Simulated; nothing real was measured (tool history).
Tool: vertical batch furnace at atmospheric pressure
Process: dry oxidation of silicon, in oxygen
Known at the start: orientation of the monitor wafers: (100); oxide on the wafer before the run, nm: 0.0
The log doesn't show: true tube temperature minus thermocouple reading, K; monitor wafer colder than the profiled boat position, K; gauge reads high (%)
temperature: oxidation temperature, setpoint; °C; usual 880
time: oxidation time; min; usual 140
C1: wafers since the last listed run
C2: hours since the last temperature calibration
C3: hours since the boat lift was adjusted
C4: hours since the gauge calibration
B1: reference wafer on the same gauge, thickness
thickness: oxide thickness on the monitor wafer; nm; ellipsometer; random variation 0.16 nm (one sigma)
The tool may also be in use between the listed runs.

{"run": 1, "hour": 0.0, "temperature": 880, "time": 140, "C1": 0, "C2": 746.8, "C3": 380.5, "C4": 2137.8, "B1": 25.69, "thickness": 26}
{"run": 2, "hour": 51.1, "temperature": 880, "time": 98.5, "C1": 451, "C2": 797.9, "C3": 431.6, "C4": 2188.9, "B1": 25.75, "thickness": 20.89}
{"run": 3, "hour": 120.1, "temperature": 880, "time": 98.5, "C1": 610, "C2": 866.9, "C3": 500.6, "C4": 2257.9, "B1": 25.72, "thickness": 20.81}
{"run": 4, "hour": 208.0, "temperature": 861, "time": 169.5, "C1": 777, "C2": 954.8, "C3": 588.5, "C4": 2345.8, "B1": 25.73, "thickness": 24.26}
{"run": 5, "hour": 265.9, "temperature": 861, "time": 169.5, "C1": 512, "C2": 1012.7, "C3": 646.4, "C4": 2403.7, "B1": 25.7, "thickness": 24.27}
{"run": 6, "hour": 355.9, "temperature": 861, "time": 169.5, "C1": 795, "C2": 1102.7, "C3": 736.4, "C4": 2493.7, "B1": 25.67, "thickness": 24.07}
{"run": 7, "hour": 398.0, "temperature": 880, "time": 140, "C1": 372, "C2": 1144.8, "C3": 778.5, "C4": 2535.8, "B1": 25.71, "thickness": 26.34}
{"run": 8, "hour": 461.1, "temperature": 880, "time": 140, "C1": 558, "C2": 1207.9, "C3": 841.6, "C4": 2598.9, "B1": 25.74, "thickness": 26.3}
{"run": 9, "hour": 517.9, "temperature": 880, "time": 140, "C1": 502, "C2": 1264.7, "C3": 898.4, "C4": 2655.7, "B1": 25.7, "thickness": 26.14}
{"run": 10, "hour": 574.5, "temperature": 880, "time": 140, "C1": 500, "C2": 1321.3, "C3": 955, "C4": 2712.3, "B1": 25.66, "thickness": 26.36}
{"run": 11, "hour": 650.1, "temperature": 880, "time": 140, "C1": 668, "C2": 1396.9, "C3": 1030.6, "C4": 2787.9, "B1": 25.65, "thickness": 26.07}
{"run": 12, "hour": 721.6, "temperature": 889, "time": 140, "C1": 632, "C2": 1468.4, "C3": 1102.1, "C4": 2859.4, "B1": 25.67, "thickness": 28.96}
{"run": 13, "hour": 758.3, "temperature": 889, "time": 140, "C1": 324, "C2": 1505.1, "C3": 1138.8, "C4": 2896.1, "B1": 25.71, "thickness": 28.78}
{"run": 14, "hour": 866.1, "temperature": 889, "time": 140, "C1": 953, "C2": 1612.9, "C3": 1246.6, "C4": 3003.9, "B1": 25.69, "thickness": 29.09}
{"run": 15, "hour": 966.3, "temperature": 880, "time": 140, "C1": 886, "C2": 1713.1, "C3": 1346.8, "C4": 3104.1, "B1": 25.68, "thickness": 26.31}
{"run": 16, "hour": 1048.2, "temperature": 880, "time": 140, "C1": 724, "C2": 1795, "C3": 1428.7, "C4": 3186, "B1": 25.69, "thickness": 26.26}
{"run": 17, "hour": 1088.2, "temperature": 880, "time": 140, "C1": 353, "C2": 1835, "C3": 1468.7, "C4": 3226, "B1": 25.71, "thickness": 26.21}
{"run": 18, "hour": 1128.7, "temperature": 880, "time": 140, "C1": 358, "C2": 1875.5, "C3": 1509.2, "C4": 3266.5, "B1": 25.69, "thickness": 26.15}
{"run": 19, "hour": 1230.7, "temperature": 880, "time": 159, "C1": 902, "C2": 1977.5, "C3": 1611.2, "C4": 3368.5, "B1": 25.69, "thickness": 28.65}
{"run": 20, "hour": 1314.5, "temperature": 880, "time": 140, "C1": 741, "C2": 2061.3, "C3": 1695, "C4": 3452.3, "B1": 25.71, "thickness": 26.13}
{"run": 21, "hour": 1397.0, "temperature": 858, "time": 193, "C1": 729, "C2": 2143.8, "C3": 1777.5, "C4": 3534.8, "B1": 25.73, "thickness": 25.71}
{"hour": 1415.5, "done": "gauge calibrated"}
{"hour": 1447.1, "done": "thermocouples replaced and temperature profile calibrated"}
{"hour": 1497.3, "done": "boat lift adjusted"}
{"run": 22, "hour": 1497.8, "temperature": 880, "time": 140, "C1": 466, "C2": 50.7, "C3": 0.5, "C4": 82.3, "B1": 25.68, "thickness": 26.26}
{"run": 23, "hour": 1555.1, "temperature": 891, "time": 166.5, "C1": 506, "C2": 108, "C3": 57.8, "C4": 139.6, "B1": 25.69, "thickness": 33.09}
{"run": 24, "hour": 1624.4, "temperature": 864, "time": 161, "C1": 612, "C2": 177.3, "C3": 127.1, "C4": 208.9, "B1": 25.66, "thickness": 24.32}
{"run": 25, "hour": 1694.4, "temperature": 870, "time": 162, "C1": 619, "C2": 247.3, "C3": 197.1, "C4": 278.9, "B1": 25.74, "thickness": 26.01}
{"run": 26, "hour": 1779.5, "temperature": 880, "time": 98.5, "C1": 752, "C2": 332.4, "C3": 282.2, "C4": 364, "B1": 25.69, "thickness": 20.71}
{"run": 27, "hour": 1847.0, "temperature": 896, "time": 106, "C1": 596, "C2": 399.9, "C3": 349.7, "C4": 431.5, "B1": 25.71, "thickness": 26.01}
{"run": 28, "hour": 1923.2, "temperature": 861, "time": 74.5, "C1": 673, "C2": 476.1, "C3": 425.9, "C4": 507.7, "B1": 25.71, "thickness": 14.04}
{"run": 29, "hour": 1994.5, "temperature": 880, "time": 140, "C1": 630, "C2": 547.4, "C3": 497.2, "C4": 579, "B1": 25.73, "thickness": 26.27}
{"run": 30, "hour": 2091.2, "temperature": 855, "time": 140, "C1": 855, "C2": 644.1, "C3": 593.9, "C4": 675.7, "B1": 25.69, "thickness": 20.02}
{"run": 31, "hour": 2136.1, "temperature": 880, "time": 140, "C1": 397, "C2": 689, "C3": 638.8, "C4": 720.6, "B1": 25.71, "thickness": 26.5}
{"run": 32, "hour": 2193.1, "temperature": 897, "time": 187.5, "C1": 504, "C2": 746, "C3": 695.8, "C4": 777.6, "B1": 25.68, "thickness": 38.59}
{"run": 33, "hour": 2258.7, "temperature": 888, "time": 208, "C1": 580, "C2": 811.6, "C3": 761.4, "C4": 843.2, "B1": 25.66, "thickness": 37.16}
{"run": 34, "hour": 2327.5, "temperature": 858, "time": 107.5, "C1": 608, "C2": 880.4, "C3": 830.2, "C4": 912, "B1": 25.69, "thickness": 17.19}
{"run": 35, "hour": 2378.9, "temperature": 857, "time": 118.5, "C1": 454, "C2": 931.8, "C3": 881.6, "C4": 963.4, "B1": 25.72, "thickness": 18.38}
{"run": 36, "hour": 2460.1, "temperature": 865, "time": 140, "C1": 718, "C2": 1013, "C3": 962.8, "C4": 1044.6, "B1": 25.69, "thickness": 22.26}
{"run": 37, "hour": 2555.2, "temperature": 900, "time": 195, "C1": 840, "C2": 1108.1, "C3": 1057.9, "C4": 1139.7, "B1": 25.69, "thickness": 41}
{"run": 38, "hour": 2634.0, "temperature": 880, "time": 140, "C1": 696, "C2": 1186.9, "C3": 1136.7, "C4": 1218.5, "B1": 25.73, "thickness": 26.19}
{"run": 39, "hour": 2734.3, "temperature": 873, "time": 176.5, "C1": 886, "C2": 1287.2, "C3": 1237, "C4": 1318.8, "B1": 25.7, "thickness": 28.28}

What the log doesn't show, run by run:
true tube temperature minus thermocouple reading, K: 0 in every run
monitor wafer colder than the profiled boat position, K: 0 in every run
gauge reads high (%): 0 in every run

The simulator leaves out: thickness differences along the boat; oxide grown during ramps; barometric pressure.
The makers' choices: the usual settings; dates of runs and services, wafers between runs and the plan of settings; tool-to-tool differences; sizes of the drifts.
